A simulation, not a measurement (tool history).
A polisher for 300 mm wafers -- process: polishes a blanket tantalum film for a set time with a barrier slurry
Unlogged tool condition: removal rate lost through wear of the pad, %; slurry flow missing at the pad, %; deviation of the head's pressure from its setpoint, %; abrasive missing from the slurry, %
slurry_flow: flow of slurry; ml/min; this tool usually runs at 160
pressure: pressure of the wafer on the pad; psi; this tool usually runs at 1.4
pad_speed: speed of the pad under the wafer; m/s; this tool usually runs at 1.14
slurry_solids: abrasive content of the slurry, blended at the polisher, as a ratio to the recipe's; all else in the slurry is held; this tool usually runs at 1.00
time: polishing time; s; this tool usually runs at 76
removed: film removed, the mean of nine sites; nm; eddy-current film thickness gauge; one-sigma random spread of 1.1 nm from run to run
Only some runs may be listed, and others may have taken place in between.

| run | hour | slurry_flow | pressure | pad_speed | slurry_solids | time | wafers since the last listed run | wafers polished on this pad | hours since the slurry nozzle was cleaned | hours since the head pressure was calibrated | hours since the slurry blender was calibrated | incoming thickness of the incoming film, nm | removed |
|---|---|---|---|---|---|---|---|---|---|---|---|---|---|
| 1 | 0.0 | 190 | 1.4 | 1.14 | 1.00 | 81 | 0 | 1535 | 500.0 | 876.6 | 117.5 | 358.7 | 112.0 |
|  | 18.4 | slurry nozzle cleaned |
|  | 18.8 | worn pad replaced by a new one |
| 2 | 31.6 | 190 | 1.4 | 1.14 | 1.00 | 81 | 288 | 122 | 13.2 | 908.2 | 149.1 | 358.1 | 112.4 |
| 3 | 47.0 | 160 | 1.4 | 1.14 | 1.00 | 76 | 147 | 269 | 28.6 | 923.6 | 164.5 | 354.2 | 103.1 |
| 4 | 66.8 | 160 | 1.4 | 1.14 | 1.00 | 76 | 189 | 458 | 48.4 | 943.4 | 184.3 | 361.0 | 101.5 |
| 5 | 100.6 | 160 | 1.4 | 1.14 | 1.00 | 76 | 323 | 781 | 82.2 | 977.2 | 218.1 | 357.1 | 101.7 |
| 6 | 124.5 | 160 | 1.4 | 1.14 | 1.00 | 62 | 228 | 1010 | 106.1 | 1001.1 | 242.0 | 360.1 | 83.1 |
|  | 127.1 | slurry blender recalibrated |
|  | 138.0 | head pressure recalibrated |
| 7 | 147.5 | 160 | 1.4 | 1.14 | 1.00 | 62 | 181 | 1191 | 129.1 | 9.5 | 20.4 | 363.0 | 73.1 |
| 8 | 161.3 | 160 | 1.5 | 1.30 | 1.00 | 76 | 131 | 1323 | 142.9 | 23.3 | 34.2 | 361.3 | 107.6 |
| 9 | 181.5 | 160 | 1.5 | 1.30 | 1.00 | 76 | 193 | 1516 | 163.1 | 43.5 | 54.4 | 356.2 | 105.4 |
| 10 | 209.7 | 160 | 1.7 | 0.80 | 1.10 | 76 | 269 | 1786 | 191.3 | 71.7 | 82.6 | 361.4 | 75.0 |
|  | 229.5 | worn pad replaced by a new one |
| 11 | 243.2 | 160 | 1.4 | 0.96 | 1.00 | 76 | 281 | 130 | 224.8 | 105.2 | 116.1 | 358.5 | 66.8 |
| 12 | 259.3 | 160 | 1.3 | 1.14 | 1.00 | 99 | 153 | 284 | 240.9 | 121.3 | 132.2 | 364.6 | 96.0 |
| 13 | 290.3 | 160 | 1.6 | 1.24 | 1.00 | 76 | 296 | 580 | 271.9 | 152.3 | 163.2 | 364.3 | 94.5 |
| 14 | 322.6 | 205 | 1.4 | 1.24 | 1.00 | 76 | 308 | 889 | 304.2 | 184.6 | 195.5 | 359.8 | 85.0 |
|  | 334.4 | slurry blender recalibrated, repeated, since the last time left the tool worse |
| 15 | 353.7 | 160 | 1.4 | 1.14 | 1.00 | 76 | 278 | 1167 | 335.3 | 215.7 | 19.3 | 363.7 | 111.4 |
| 16 | 378.9 | 160 | 1.4 | 1.50 | 0.85 | 103 | 240 | 1408 | 360.5 | 240.9 | 44.5 | 356.7 | 173.0 |
|  | 410.9 | worn pad replaced by a new one |
| 17 | 411.4 | 160 | 1.4 | 1.50 | 0.85 | 103 | 272 | 4 | 393.0 | 273.4 | 77.0 | 358.0 | 174.3 |
| 18 | 428.6 | 160 | 1.4 | 1.14 | 1.00 | 96 | 164 | 168 | 410.2 | 290.6 | 94.2 | 361.9 | 134.0 |
| 19 | 457.9 | 160 | 1.1 | 1.14 | 0.90 | 50 | 280 | 448 | 439.5 | 319.9 | 123.5 | 364.6 | 50.0 |
| 20 | 470.4 | 200 | 1.1 | 1.14 | 0.75 | 101 | 119 | 568 | 452.0 | 332.4 | 136.0 | 364.3 | 93.4 |
|  | 492.4 | slurry nozzle cleaned |
| 21 | 500.5 | 160 | 1.4 | 1.14 | 1.00 | 76 | 278 | 846 | 8.1 | 362.5 | 166.1 | 360.3 | 103.8 |
| 22 | 519.9 | 160 | 1.1 | 1.14 | 0.90 | 50 | 185 | 1031 | 27.5 | 381.9 | 185.5 | 354.2 | 51.2 |
| 23 | 533.5 | 160 | 1.4 | 1.14 | 1.00 | 76 | 129 | 1161 | 41.1 | 395.5 | 199.1 | 357.8 | 104.3 |
|  | 574.2 | slurry blender recalibrated |
| 24 | 623.5 | 160 | 1.4 | 1.14 | 1.00 | 76 | 841 | 2002 | 131.1 | 485.5 | 49.3 | 365.2 | 106.0 |
|  | 646.2 | worn pad replaced by a new one |
| 25 | 649.8 | 160 | 1.4 | 1.28 | 0.80 | 57 | 213 | 34 | 157.4 | 511.8 | 75.6 | 363.4 | 78.0 |
| 26 | 683.8 | 210 | 0.9 | 1.14 | 0.90 | 97 | 324 | 359 | 191.4 | 545.8 | 109.6 | 352.2 | 82.3 |
| 27 | 715.5 | 120 | 1.8 | 1.26 | 0.75 | 76 | 302 | 662 | 223.1 | 577.5 | 141.3 | 363.8 | 116.4 |
| 28 | 750.9 | 160 | 1.7 | 1.14 | 1.00 | 76 | 338 | 1000 | 258.5 | 612.9 | 176.7 | 360.0 | 123.9 |
| 29 | 763.9 | 140 | 1.4 | 1.14 | 0.80 | 76 | 124 | 1124 | 271.5 | 625.9 | 189.7 | 360.3 | 84.5 |

Per-run results on a tool with no hidden state, each run keeping its own random variation:
| run | removed |
|---|---|
| 1 | 120.4 |
| 2 | 121.8 |
| 3 | 112.1 |
| 4 | 110.8 |
| 5 | 111.4 |
| 6 | 91.3 |
| 7 | 91.0 |
| 8 | 137.1 |
| 9 | 138.4 |
| 10 | 99.5 |
| 11 | 94.1 |
| 12 | 136.9 |
| 13 | 137.6 |
| 14 | 125.8 |
| 15 | 113.1 |
| 16 | 179.6 |
| 17 | 184.4 |
| 18 | 141.5 |
| 19 | 53.7 |
| 20 | 102.2 |
| 21 | 111.6 |
| 22 | 55.8 |
| 23 | 112.7 |
| 24 | 112.0 |
| 25 | 85.1 |
| 26 | 90.3 |
| 27 | 131.8 |
| 28 | 136.9 |
| 29 | 96.1 |

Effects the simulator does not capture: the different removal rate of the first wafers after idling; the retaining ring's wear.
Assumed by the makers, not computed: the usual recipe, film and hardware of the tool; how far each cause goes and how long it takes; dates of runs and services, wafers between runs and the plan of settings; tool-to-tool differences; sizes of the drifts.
